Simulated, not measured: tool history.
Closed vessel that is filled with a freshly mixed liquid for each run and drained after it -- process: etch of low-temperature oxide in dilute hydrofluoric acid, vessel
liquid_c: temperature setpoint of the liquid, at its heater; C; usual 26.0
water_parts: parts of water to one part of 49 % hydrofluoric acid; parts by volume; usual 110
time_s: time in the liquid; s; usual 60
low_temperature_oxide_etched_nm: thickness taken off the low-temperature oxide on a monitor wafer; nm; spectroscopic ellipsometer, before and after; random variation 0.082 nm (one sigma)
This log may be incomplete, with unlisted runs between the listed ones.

| run | hour | liquid_c | water_parts | time_s | read-back film thickness of the low-temperature oxide reference wafer, read on the same gauge (nm) | low_temperature_oxide_etched_nm |
|---|---|---|---|---|---|---|
| 1 | 0.0 | 26.0 | 110 | 60 | 109.97 | 8.69 |
| 2 | 55.4 | 26.0 | 110 | 60 | 110.06 | 8.73 |
| 3 | 114.9 | 26.0 | 110 | 60 | 110.03 | 8.54 |
| 4 | 150.4 | 22.5 | 145 | 60 | 109.99 | 5.39 |
| 5 | 187.6 | 22.5 | 145 | 60 | 109.99 | 5.32 |
| 6 | 214.6 | 22.5 | 145 | 60 | 110.05 | 5.23 |
| 7 | 255.2 | 26.0 | 70 | 60 | 110.01 | 14.00 |
| 8 | 296.5 | 27.5 | 95 | 60 | 110.01 | 10.66 |
| 9 | 344.7 | 27.5 | 95 | 60 | 109.98 | 10.51 |
| 10 | 385.4 | 22.5 | 110 | 60 | 110.01 | 7.23 |
| 11 | 450.2 | 22.5 | 110 | 60 | 110.00 | 7.21 |
| 12 | 517.2 | 26.0 | 110 | 35 | 109.96 | 4.72 |
| 13 | 555.1 | 26.0 | 110 | 60 | 110.01 | 8.14 |
| 14 | 615.6 | 22.0 | 110 | 70 | 110.00 | 8.75 |
| 15 | 642.9 | 23.0 | 75 | 35 | 110.01 | 6.95 |
| 16 | 668.8 | 26.0 | 70 | 60 | 110.02 | 14.60 |
| 17 | 722.8 | 26.0 | 110 | 60 | 109.98 | 8.68 |
| 18 | 793.4 | 29.5 | 130 | 30 | 109.99 | 4.12 |
| 19 | 846.6 | 30.5 | 130 | 70 | 109.95 | 9.75 |
| 20 | 885.4 | 26.0 | 110 | 60 | 110.01 | 8.48 |
| 21 | 929.7 | 28.5 | 110 | 70 | 110.00 | 10.85 |
| 22 | 986.2 | 26.0 | 140 | 75 | 109.98 | 8.17 |

The log once held 3 entries between its listed runs, left out of this copy. Where does each go, and what is different about the tool's unlogged condition between the listed run before it and the listed run after it?
Logged between run 8 and run 9: thermometer replaced (hour 340.6)
  hydrofluoric acid flow below the setpoint (%): 7.03 -> 7.44
  measured value less the no-hidden-state value, low_temperature_oxide_etched_nm: -0.91 -> -0.96 nm
Logged between run 11 and run 12: gauge calibrated (hour 472.7)
  hydrofluoric acid flow below the setpoint (%): 8.34 -> 8.91
  measured value less the no-hidden-state value, low_temperature_oxide_etched_nm: -0.75 -> -0.53 nm
Logged between run 13 and run 14: hydrofluoric acid flow meter replaced (hour 587.8)
  hydrofluoric acid flow below the setpoint (%): 9.23 -> 2.09
  measured value less the no-hidden-state value, low_temperature_oxide_etched_nm: -0.95 -> -0.21 nm

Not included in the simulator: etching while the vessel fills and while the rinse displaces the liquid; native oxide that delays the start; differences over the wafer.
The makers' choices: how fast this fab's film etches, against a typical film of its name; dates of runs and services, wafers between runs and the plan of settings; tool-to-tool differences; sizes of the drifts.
